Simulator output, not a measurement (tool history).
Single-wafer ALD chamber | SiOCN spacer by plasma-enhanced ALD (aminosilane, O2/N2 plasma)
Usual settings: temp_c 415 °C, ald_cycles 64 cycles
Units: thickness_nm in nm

run	day	temp_c	ald_cycles	read-back reference wafer on the same gauge, thickness_nm	thickness_nm
1	0	415	64	3.03	3.641
2	2.879	415	64	3.03	3.637
3	6.796	423	54	3.031	2.961
4	8.354	423	54	3.029	2.975
5	16.425	418	64	3.03	3.582
6	18.775	418	64	3.032	3.58
7	21.7	415	64	3.028	3.588
8	26.042	415	64	3.03	3.619
# day 26.858: thermocouple changed; heater temperature recalibrated
9	28.796	415	72	3.03	4.169
10	31.908	415	64	3.029	3.684
11	36.183	415	64	3.027	3.682
12	38.683	415	64	3.027	3.693
13	41.779	415	64	3.031	3.678
14	43.6	415	64	3.03	3.674
15	45.925	420	61	3.031	3.444
16	49.35	420	61	3.03	3.435
17	52.871	415	57	3.029	3.257
18	56.85	415	57	3.031	3.255
19	58.475	415	64	3.03	3.651
20	61.288	415	64	3.029	3.66
21	65.525	415	64	3.028	3.648
22	68.333	428	58	3.028	3.143
23	69.979	422	53	3.029	2.941
24	74.029	408	64	3.027	3.723
25	77.125	421	57	3.03	3.163
26	81.55	422	54	3.031	2.994
27	83.421	415	64	3.031	3.642
28	85.288	425	75	3.03	4.086
29	88.525	408	56	3.029	3.254
30	91.371	425	64	3.032	3.514
31	93.571	415	56	3.03	3.16
32	97.246	408	76	3.029	4.411
33	100.7	415	64	3.031	3.603
# day 101.025: gauge calibrated
# day 103: thermocouple changed; heater temperature recalibrated
34	103.417	424	74	3.03	4.114
35	116.725	415	64	3.032	3.678
36	119.188	420	70	3.031	3.921
37	121.771	415	64	3.032	3.663
38	124.458	409	64	3.029	3.758
39	127.038	427	70	3.03	3.829
40	129.288	400	54	3.032	3.253
41	140.388	409	56	3.028	3.253
42	143.658	415	61	3.03	3.461

4 ways to go on from here, each from the tool as it stands after run 42. What would each give?
A	143.679	415	64	?	?
B	143.679	407	73	?	?
C	143.679	427	54	?	?
D	143.679	408	52	?	?

run	read-back reference wafer on the same gauge, thickness_nm	thickness_nm
A	3.032	3.649
B	3.032	4.283
C	3.032	2.945
D	3.032	3.04
Without the tool's hidden state the same runs would have given:
run	thickness_nm
A	3.686
B	4.325
C	2.976
D	3.07
